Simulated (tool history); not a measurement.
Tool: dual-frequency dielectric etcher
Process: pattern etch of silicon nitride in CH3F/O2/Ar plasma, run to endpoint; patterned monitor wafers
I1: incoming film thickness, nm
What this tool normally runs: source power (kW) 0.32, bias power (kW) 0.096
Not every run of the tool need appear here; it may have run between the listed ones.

Run 1, day 0: usual settings but source power (kW) 0.34; I1 31.42. Result: endpoint time (s) 39.3.
Run 2, day 1.5: usual settings but source power (kW) 0.34; I1 31.42. Result: endpoint time (s) 39.4.
Run 3, day 5.921: usual settings but source power (kW) 0.34; I1 31.38. Result: endpoint time (s) 39.1.
At day 8.642: wet clean of the chamber.
Run 4, day 8.812: usual settings but bias power (kW) 0.106; I1 31.23. Result: endpoint time (s) 39.
Run 5, day 10.4: usual settings but bias power (kW) 0.106; I1 31.1. Result: endpoint time (s) 39.3.
Run 6, day 11.412: usual settings but bias power (kW) 0.106; I1 31.33. Result: endpoint time (s) 39.4.
Run 7, day 14.283: usual settings; I1 31.29. Result: endpoint time (s) 40.6.
Run 8, day 16.229: usual settings; I1 31.5. Result: endpoint time (s) 40.5.
Run 9, day 18.904: usual settings; I1 31.55. Result: endpoint time (s) 40.3.
Run 10, day 20.221: usual settings but source power (kW) 0.37; I1 31.22. Result: endpoint time (s) 37.9.
At day 20.554: source power generator calibrated.
Run 11, day 27.704: usual settings but source power (kW) 0.34, bias power (kW) 0.102; I1 30.92. Result: endpoint time (s) 37.7.
Run 12, day 28.858: usual settings but source power (kW) 0.24, bias power (kW) 0.109; I1 31.33. Result: endpoint time (s) 42.1.
Run 13, day 30.792: usual settings but source power (kW) 0.28; I1 30.96. Result: endpoint time (s) 41.2.
At day 32.317: wet clean of the chamber.
Run 14, day 32.338: usual settings but source power (kW) 0.4, bias power (kW) 0.078; I1 31.56. Result: endpoint time (s) 40.9.
Run 15, day 33.758: usual settings but source power (kW) 0.26, bias power (kW) 0.118; I1 31.45. Result: endpoint time (s) 41.1.
At day 35.675: bias power generator calibrated.
Run 16, day 35.85: usual settings; I1 31.25. Result: endpoint time (s) 41.2.
At day 39.558: upper electrode replaced.
Run 17, day 39.579: usual settings but bias power (kW) 0.106; I1 31.59. Result: endpoint time (s) 39.7.
Run 18, day 40.95: usual settings but bias power (kW) 0.113; I1 31.17. Result: endpoint time (s) 38.1.
Run 19, day 41.992: usual settings but source power (kW) 0.37, bias power (kW) 0.103; I1 31.42. Result: endpoint time (s) 37.6.
Run 20, day 44.588: usual settings; I1 31.23. Result: endpoint time (s) 40.7.
Run 21, day 48.096: usual settings but source power (kW) 0.37, bias power (kW) 0.082; I1 31.52. Result: endpoint time (s) 40.8.
Run 22, day 49.508: usual settings but source power (kW) 0.37, bias power (kW) 0.103; I1 31.29. Result: endpoint time (s) 37.2.

Consider 4 possible next runs. They are alternatives, not a sequence: every one starts from the tool as it was left by run 22. What does each give?
Run A, day 49.525: usual settings but source power (kW) 0.35; I1 31.47. Result: endpoint time (s) ?.
Run B, day 49.525: usual settings but source power (kW) 0.35, bias power (kW) 0.079; I1 31.47. Result: endpoint time (s) ?.
Run C, day 49.525: usual settings but source power (kW) 0.24, bias power (kW) 0.072; I1 31.47. Result: endpoint time (s) ?.
Run D, day 49.525: usual settings but source power (kW) 0.39, bias power (kW) 0.115; I1 31.47. Result: endpoint time (s) ?.

run  endpoint time (s)
  A               39.3
  B                 42
  C               49.3
  D               35.5
Without the tool's unlogged condition, the same runs would have read:
run  endpoint time (s)
  A               40.1
  B               42.8
  C               50.3
  D               36.2

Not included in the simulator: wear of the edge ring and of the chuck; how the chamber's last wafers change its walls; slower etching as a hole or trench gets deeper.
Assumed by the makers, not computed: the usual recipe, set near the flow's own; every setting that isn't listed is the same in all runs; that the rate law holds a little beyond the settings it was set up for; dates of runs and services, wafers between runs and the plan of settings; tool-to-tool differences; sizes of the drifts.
